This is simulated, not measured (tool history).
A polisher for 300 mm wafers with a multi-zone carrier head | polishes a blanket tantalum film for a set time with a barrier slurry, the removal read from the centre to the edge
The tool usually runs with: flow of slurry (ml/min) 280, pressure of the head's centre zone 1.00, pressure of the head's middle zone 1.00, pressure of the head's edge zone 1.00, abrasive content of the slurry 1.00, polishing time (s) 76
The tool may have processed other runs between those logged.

run,hour,flow of slurry (ml/min),pressure of the head's centre zone,pressure of the head's middle zone,pressure of the head's edge zone,abrasive content of the slurry,polishing time (s),wafers since the last listed run,wafers polished on this pad,hours since the slurry nozzle was cleaned,hours since the centre zone pressure was calibrated,hours since the edge zone pressure was calibrated,hours since the carrier head's membrane was replaced,"incoming thickness of the incoming film, nm",film removed at the wafer's centre (Å),film removed at mid-radius (Å),film removed at the wafer's edge (Å)
1,0.0,280,1.00,0.97,1.00,1.00,76,0,316,244.4,832.3,639.6,795.7,423.3,968,891,970
2,15.5,280,1.00,1.00,1.00,1.00,76,100,416,259.9,847.8,655.1,811.2,422.1,950,927,960
3,24.1,280,1.00,1.00,1.00,1.00,76,55,472,268.5,856.4,663.7,819.8,429.3,958,916,951
4,30.1,280,1.00,1.00,1.00,1.00,76,38,511,274.5,862.4,669.7,825.8,432.8,957,915,978
5,42.5,280,1.00,1.00,1.00,1.00,76,80,592,286.9,874.8,682.1,838.2,432.9,957,919,958
6,58.8,280,1.00,1.00,1.00,1.00,76,105,698,303.2,891.1,698.4,854.5,431.5,973,910,952
7,65.8,280,1.00,1.00,1.00,1.00,76,45,743,310.2,898.1,705.4,861.5,430.9,954,944,965
# hour 96.5: centre zone pressure recalibrated
8,99.8,280,1.00,1.00,1.00,1.00,76,207,951,344.2,3.3,739.4,895.5,434.6,948,917,963
# hour 106.6: carrier head's membrane replaced by a new one
9,107.6,280,1.00,1.00,1.00,1.00,76,18,969,352.0,11.1,747.2,1.0,426.9,927,887,973
10,125.4,280,1.00,1.00,1.00,0.75,76,115,1085,369.8,28.9,765.0,18.8,428.7,825,809,845
11,141.0,280,1.00,1.00,1.00,0.70,76,101,1186,385.4,44.5,780.6,34.4,431.6,813,772,832
12,151.0,280,0.97,0.94,1.10,1.00,76,64,1251,395.4,54.5,790.6,44.4,436.3,929,862,1010
# hour 155.8: worn pad replaced by a new one
# hour 163.3: slurry nozzle cleaned
# hour 163.6: edge zone pressure recalibrated
13,164.1,280,1.00,0.97,1.00,1.00,76,50,45,0.8,67.6,0.5,57.5,435.4,1031,957,1022
14,175.8,280,0.90,1.00,1.10,1.00,76,76,121,12.5,79.3,12.2,69.2,427.5,934,980,1062
15,191.5,320,1.00,0.90,0.96,1.15,76,102,223,28.2,95.0,27.9,84.9,427.1,1082,948,1067
16,205.5,335,1.03,1.00,1.11,0.75,76,90,314,42.2,109.0,41.9,98.9,431.1,933,879,958
17,215.3,320,1.09,1.00,1.00,1.00,76,63,377,52.0,118.8,51.7,108.7,438.1,1101,1008,1020
18,224.3,280,1.06,1.00,1.00,1.00,76,58,436,61.0,127.8,60.7,117.7,435.1,1073,951,1010
19,248.1,280,1.00,1.00,1.00,1.00,76,154,590,84.8,151.6,84.5,141.5,431.2,1001,959,994
20,261.2,190,1.04,0.94,1.00,1.00,76,85,676,97.9,164.7,97.6,154.6,428.0,969,827,957
21,275.9,280,1.00,1.00,0.93,1.00,87,95,771,112.6,179.4,112.3,169.3,421.7,1158,1116,1098
22,289.1,280,1.00,1.00,0.95,1.00,93,85,857,125.8,192.6,125.5,182.5,428.0,1217,1155,1203

Selected run-to-run steps in film removed at the wafer's centre (Å), each split into two signed amounts: the part the tool would show with no hidden state at all (from settings, incoming material and random variation), and the remainder, which goes to the hidden state together with any gauge scatter not common to the measured and the hidden-state-free results:
The tool's hidden condition here consists of: removal rate lost through wear of the pad, %; slurry flow missing at the pad, %; deviation of the centre zone's pressure from its setpoint, %; deviation of the edge zone's pressure from its setpoint, %.
Run 12 -> 13: pressure of the head's centre zone 0.97 -> 1.00, pressure of the head's middle zone 0.94 -> 0.97, pressure of the head's edge zone 1.10 -> 1.00, worn pad replaced by a new one, slurry nozzle cleaned, edge zone pressure recalibrated. film removed at the wafer's centre (Å) +102: hidden state +92, all else +10.
Run 16 -> 17: flow of slurry (ml/min) 335 -> 320, pressure of the head's centre zone 1.03 -> 1.09, pressure of the head's edge zone 1.11 -> 1.00, abrasive content of the slurry 0.75 -> 1.00. film removed at the wafer's centre (Å) +168: hidden state -6, all else +174.
Run 19 -> 20: flow of slurry (ml/min) 280 -> 190, pressure of the head's centre zone 1.00 -> 1.04, pressure of the head's middle zone 1.00 -> 0.94. film removed at the wafer's centre (Å) -32: hidden state -24, all else -8.
Run 20 -> 21: flow of slurry (ml/min) 190 -> 280, pressure of the head's centre zone 1.04 -> 1.00, pressure of the head's middle zone 0.94 -> 1.00, pressure of the head's edge zone 1.00 -> 0.93, polishing time (s) 76 -> 87. film removed at the wafer's centre (Å) +189: hidden state +8, all else +181.
